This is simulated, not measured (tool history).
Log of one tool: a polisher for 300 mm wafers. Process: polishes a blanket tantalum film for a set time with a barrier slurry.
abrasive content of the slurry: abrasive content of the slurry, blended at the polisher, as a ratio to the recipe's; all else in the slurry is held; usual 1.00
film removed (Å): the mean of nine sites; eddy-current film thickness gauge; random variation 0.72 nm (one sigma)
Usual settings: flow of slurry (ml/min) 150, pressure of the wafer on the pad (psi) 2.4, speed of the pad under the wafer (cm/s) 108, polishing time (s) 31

run   hour  flow of slurry (ml/min)  pressure of the wafer on the pad (psi)  speed of the pad under the wafer (cm/s)  abrasive content of the slurry  polishing time (s)  incoming thickness of the incoming film, nm  film removed (Å)
  1    0.0                      150                                     2.7                                      108                            1.00                  31                                        189.4               565
  2    9.2                      150                                     2.7                                      108                            1.00                  31                                        189.6               569
  3   23.7                      150                                     2.4                                      100                            1.00                  31                                        186.3               475
  4   41.1                      150                                     2.4                                      100                            1.00                  31                                        188.7               475
  5   51.4                      185                                     2.4                                      108                            1.00                  31                                        190.1               531
  6   62.7                      185                                     2.4                                      108                            1.00                  31                                        189.3               518
      68.5  -- worn pad replaced by a new one
  7   77.3                      150                                     2.4                                      108                            1.00                  31                                        191.2               523
  8   93.4                      150                                     2.4                                      108                            1.00                  31                                        189.9               512
  9  101.7                      150                                     2.4                                      108                            1.00                  31                                        188.4               504
 10  109.4                      150                                     2.4                                      108                            1.00                  31                                        187.4               498
 11  126.9                      150                                     2.4                                      108                            1.00                  31                                        189.6               502
     139.9  -- worn pad replaced by a new one
 12  140.4                      150                                     2.4                                      108                            1.00                  31                                        188.0               499
 13  145.9                      150                                     1.9                                      108                            1.00                  31                                        191.2               432
 14  155.4                      150                                     1.9                                      108                            1.00                  31                                        192.7               433
 15  166.0                      150                                     1.9                                      108                            1.00                  31                                        190.1               429
 16  173.4                      150                                     2.4                                      108                            1.00                  31                                        186.4               483
 17  181.6                      150                                     2.4                                      108                            1.00                  31                                        189.0               487
     195.3  -- slurry nozzle cleaned
 18  196.9                      190                                     2.0                                      108                            0.80                  31                                        188.9               369
     212.1  -- worn pad replaced by a new one
 19  212.6                      195                                     2.4                                      108                            1.00                  31                                        190.6               484
 20  219.2                      130                                     2.4                                      108                            1.00                  42                                        193.5               625
 21  235.1                      150                                     2.4                                      100                            1.00                  31                                        191.3               426
 22  246.2                      150                                     2.4                                       90                            0.85                  31                                        189.1               339
     255.6  -- slurry blender recalibrated
 23  256.0                      180                                     2.7                                       72                            1.30                  31                                        190.0               455
 24  265.8                      150                                     2.4                                      108                            1.00                  21                                        188.0               362
 25  275.1                      150                                     2.4                                      108                            1.10                  31                                        190.7               572
     293.6  -- worn pad replaced by a new one
     295.0  -- head pressure recalibrated
 26  295.5                      150                                     2.1                                      108                            1.00                  31                                        193.6               497
 27  310.1                      150                                     2.4                                      108                            1.00                  31                                        187.3               543
 28  322.0                      150                                     2.4                                      108                            1.00                  31                                        190.7               545
     362.9  -- worn pad replaced by a new one
 29  363.4                      200                                     2.4                                      108                            1.00                  31                                        190.9               543
 30  379.8                      150                                     2.4                                       94                            1.00                  22                                        192.5               327

Measured less the same run without the tool's hidden state. The same run-to-run variation is in both; the gauge's scatter may not be:
The hidden state here: removal rate lost through wear of the pad, %; slurry flow missing at the pad, %; deviation of the head's pressure from its setpoint, %; abrasive missing from the slurry, %.
run  film removed (Å)
  1               -38
  2               -40
  3               -36
  4               -40
  5               -47
  6               -48
  7               -53
  8               -56
  9               -57
 10               -58
 11               -63
 12               -67
 13               -59
 14               -63
 15               -64
 16               -74
 17               -78
 18               -83
 19               -88
 20              -116
 21               -84
 22               -86
 23                -9
 24               -11
 25               -17
 26               -20
 27               -25
 28               -26
 29               -35
 30               -24
